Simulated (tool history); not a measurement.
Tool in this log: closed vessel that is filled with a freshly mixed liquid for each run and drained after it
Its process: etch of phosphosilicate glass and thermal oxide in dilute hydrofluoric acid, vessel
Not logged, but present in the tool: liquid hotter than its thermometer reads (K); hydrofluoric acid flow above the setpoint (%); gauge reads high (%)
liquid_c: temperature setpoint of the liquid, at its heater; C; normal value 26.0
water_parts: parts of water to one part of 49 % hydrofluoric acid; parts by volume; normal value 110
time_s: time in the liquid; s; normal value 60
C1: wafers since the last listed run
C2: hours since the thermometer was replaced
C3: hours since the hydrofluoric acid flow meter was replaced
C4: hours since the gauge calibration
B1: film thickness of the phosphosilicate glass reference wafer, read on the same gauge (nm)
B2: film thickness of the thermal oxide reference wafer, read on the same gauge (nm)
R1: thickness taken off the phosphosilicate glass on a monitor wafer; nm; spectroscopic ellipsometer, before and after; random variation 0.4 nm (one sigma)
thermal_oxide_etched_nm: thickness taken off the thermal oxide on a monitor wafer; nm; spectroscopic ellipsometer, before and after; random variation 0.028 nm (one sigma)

{"run": 1, "hour": 0.0, "liquid_c": 26.0, "water_parts": 110, "time_s": 45, "C1": 0, "C2": 571.2, "C3": 388.7, "C4": 33.6, "B1": 80.0, "B2": 39.993, "R1": 58.66, "thermal_oxide_etched_nm": 2.364}
{"run": 2, "hour": 51.6, "liquid_c": 26.0, "water_parts": 110, "time_s": 45, "C1": 6662, "C2": 622.8, "C3": 440.3, "C4": 85.2, "B1": 79.97, "B2": 40.008, "R1": 59.31, "thermal_oxide_etched_nm": 2.378}
{"run": 3, "hour": 98.5, "liquid_c": 26.0, "water_parts": 110, "time_s": 60, "C1": 6055, "C2": 669.7, "C3": 487.2, "C4": 132.1, "B1": 80.0, "B2": 40.005, "R1": 79.96, "thermal_oxide_etched_nm": 3.169}
{"run": 4, "hour": 170.9, "liquid_c": 26.0, "water_parts": 110, "time_s": 60, "C1": 9347, "C2": 742.1, "C3": 559.6, "C4": 204.5, "B1": 79.98, "B2": 40.019, "R1": 79.83, "thermal_oxide_etched_nm": 3.2}
{"run": 5, "hour": 241.7, "liquid_c": 28.0, "water_parts": 140, "time_s": 60, "C1": 9141, "C2": 812.9, "C3": 630.4, "C4": 275.3, "B1": 80.01, "B2": 40.001, "R1": 65.48, "thermal_oxide_etched_nm": 2.591}
{"hour": 282.8, "done": "hydrofluoric acid flow meter replaced"}
{"run": 6, "hour": 298.5, "liquid_c": 27.5, "water_parts": 65, "time_s": 70, "C1": 7204, "C2": 869.7, "C3": 15.7, "C4": 332.1, "B1": 80.0, "B2": 39.981, "R1": 173.74, "thermal_oxide_etched_nm": 6.932}
{"run": 7, "hour": 355.3, "liquid_c": 26.0, "water_parts": 110, "time_s": 60, "C1": 7333, "C2": 926.5, "C3": 72.5, "C4": 388.9, "B1": 80.01, "B2": 39.998, "R1": 79.61, "thermal_oxide_etched_nm": 3.2}
{"run": 8, "hour": 438.5, "liquid_c": 26.0, "water_parts": 85, "time_s": 60, "C1": 10742, "C2": 1009.7, "C3": 155.7, "C4": 472.1, "B1": 79.98, "B2": 40.0, "R1": 106.06, "thermal_oxide_etched_nm": 4.314}
{"run": 9, "hour": 524.2, "liquid_c": 22.5, "water_parts": 110, "time_s": 45, "C1": 11064, "C2": 1095.4, "C3": 241.4, "C4": 557.8, "B1": 80.01, "B2": 39.981, "R1": 52.03, "thermal_oxide_etched_nm": 2.089}
{"run": 10, "hour": 596.2, "liquid_c": 27.5, "water_parts": 150, "time_s": 30, "C1": 9296, "C2": 1167.4, "C3": 313.4, "C4": 629.8, "B1": 79.98, "B2": 40.01, "R1": 29.64, "thermal_oxide_etched_nm": 1.18}
{"run": 11, "hour": 678.7, "liquid_c": 21.5, "water_parts": 85, "time_s": 60, "C1": 10651, "C2": 1249.9, "C3": 395.9, "C4": 712.3, "B1": 80.0, "B2": 40.004, "R1": 91.12, "thermal_oxide_etched_nm": 3.571}
{"run": 12, "hour": 734.7, "liquid_c": 26.0, "water_parts": 110, "time_s": 60, "C1": 7230, "C2": 1305.9, "C3": 451.9, "C4": 768.3, "B1": 80.01, "B2": 40.008, "R1": 81.98, "thermal_oxide_etched_nm": 3.249}
{"run": 13, "hour": 821.6, "liquid_c": 28.0, "water_parts": 60, "time_s": 50, "C1": 11219, "C2": 1392.8, "C3": 538.8, "C4": 855.2, "B1": 80.01, "B2": 39.959, "R1": 146.08, "thermal_oxide_etched_nm": 5.793}
{"run": 14, "hour": 879.1, "liquid_c": 28.5, "water_parts": 110, "time_s": 35, "C1": 7423, "C2": 1450.3, "C3": 596.3, "C4": 912.7, "B1": 80.01, "B2": 39.978, "R1": 53.05, "thermal_oxide_etched_nm": 2.101}
{"run": 15, "hour": 948.7, "liquid_c": 30.0, "water_parts": 110, "time_s": 60, "C1": 8986, "C2": 1519.9, "C3": 665.9, "C4": 982.3, "B1": 80.02, "B2": 40.034, "R1": 97.34, "thermal_oxide_etched_nm": 3.936}
{"run": 16, "hour": 1024.8, "liquid_c": 26.0, "water_parts": 110, "time_s": 80, "C1": 9825, "C2": 1596.0, "C3": 742.0, "C4": 1058.4, "B1": 80.0, "B2": 39.976, "R1": 112.08, "thermal_oxide_etched_nm": 4.419}
{"hour": 1030.0, "done": "hydrofluoric acid flow meter replaced"}
{"hour": 1039.2, "done": "thermometer replaced"}
{"run": 17, "hour": 1096.2, "liquid_c": 28.0, "water_parts": 150, "time_s": 75, "C1": 8960, "C2": 57.0, "C3": 66.2, "C4": 1129.8, "B1": 80.01, "B2": 40.023, "R1": 71.88, "thermal_oxide_etched_nm": 2.92}
{"run": 18, "hour": 1409.3, "liquid_c": 26.0, "water_parts": 110, "time_s": 30, "C1": 40425, "C2": 370.1, "C3": 379.3, "C4": 1442.9, "B1": 80.0, "B2": 40.01, "R1": 39.5, "thermal_oxide_etched_nm": 1.557}
{"run": 19, "hour": 1514.8, "liquid_c": 26.0, "water_parts": 60, "time_s": 80, "C1": 13621, "C2": 475.6, "C3": 484.8, "C4": 1548.4, "B1": 80.01, "B2": 40.017, "R1": 207.86, "thermal_oxide_etched_nm": 8.339}
{"run": 20, "hour": 1564.1, "liquid_c": 30.5, "water_parts": 125, "time_s": 95, "C1": 6365, "C2": 524.9, "C3": 534.1, "C4": 1597.7, "B1": 79.99, "B2": 40.045, "R1": 130.08, "thermal_oxide_etched_nm": 5.116}
{"run": 21, "hour": 1638.2, "liquid_c": 24.5, "water_parts": 110, "time_s": 80, "C1": 9567, "C2": 599.0, "C3": 608.2, "C4": 1671.8, "B1": 79.98, "B2": 39.999, "R1": 102.01, "thermal_oxide_etched_nm": 4.06}
{"hour": 1645.2, "done": "hydrofluoric acid flow meter replaced"}
{"run": 22, "hour": 1737.9, "liquid_c": 22.5, "water_parts": 135, "time_s": 75, "C1": 12743, "C2": 698.7, "C3": 92.7, "C4": 1771.5, "B1": 79.99, "B2": 40.006, "R1": 67.36, "thermal_oxide_etched_nm": 2.697}
{"run": 23, "hour": 1780.0, "liquid_c": 23.0, "water_parts": 75, "time_s": 35, "C1": 5435, "C2": 740.8, "C3": 134.8, "C4": 1813.6, "B1": 79.99, "B2": 40.005, "R1": 62.78, "thermal_oxide_etched_nm": 2.46}
{"run": 24, "hour": 1857.4, "liquid_c": 24.5, "water_parts": 75, "time_s": 60, "C1": 9993, "C2": 818.2, "C3": 212.2, "C4": 1891.0, "B1": 80.01, "B2": 40.01, "R1": 115.47, "thermal_oxide_etched_nm": 4.497}
{"run": 25, "hour": 1896.3, "liquid_c": 26.0, "water_parts": 110, "time_s": 35, "C1": 5022, "C2": 857.1, "C3": 251.1, "C4": 1929.9, "B1": 79.99, "B2": 40.001, "R1": 46.75, "thermal_oxide_etched_nm": 1.879}
{"run": 26, "hour": 1996.7, "liquid_c": 26.0, "water_parts": 110, "time_s": 85, "C1": 12962, "C2": 957.5, "C3": 351.5, "C4": 2030.3, "B1": 79.99, "B2": 40.024, "R1": 113.68, "thermal_oxide_etched_nm": 4.555}

Hidden condition of the tool, last listed run before each entry between runs versus first listed run after:
After run 5, before run 6: hydrofluoric acid flow meter replaced (hour 282.8)
  liquid hotter than its thermometer reads (K): 0.845 -> 0.902; hydrofluoric acid flow above the setpoint (%): 2.95 -> 0.293
  what was measured, less what the result would be without the hidden state, R1: +4.16 -> +6.58 nm; thermal_oxide_etched_nm: +0.164 -> +0.263 nm
After run 16, before run 17: hydrofluoric acid flow meter replaced (hour 1030.0); thermometer replaced (hour 1039.2)
  liquid hotter than its thermometer reads (K): 1.63 -> 0.214; hydrofluoric acid flow above the setpoint (%): 3.6 -> 0.679
  what was measured, less what the result would be without the hidden state, R1: +10.95 -> +1.12 nm; thermal_oxide_etched_nm: +0.432 -> +0.045 nm
After run 21, before run 22: hydrofluoric acid flow meter replaced (hour 1645.2)
  liquid hotter than its thermometer reads (K): 0.758 -> 0.859; hydrofluoric acid flow above the setpoint (%): 3.15 -> 0.547
  what was measured, less what the result would be without the hidden state, R1: +6.40 -> +2.63 nm; thermal_oxide_etched_nm: +0.255 -> +0.105 nm
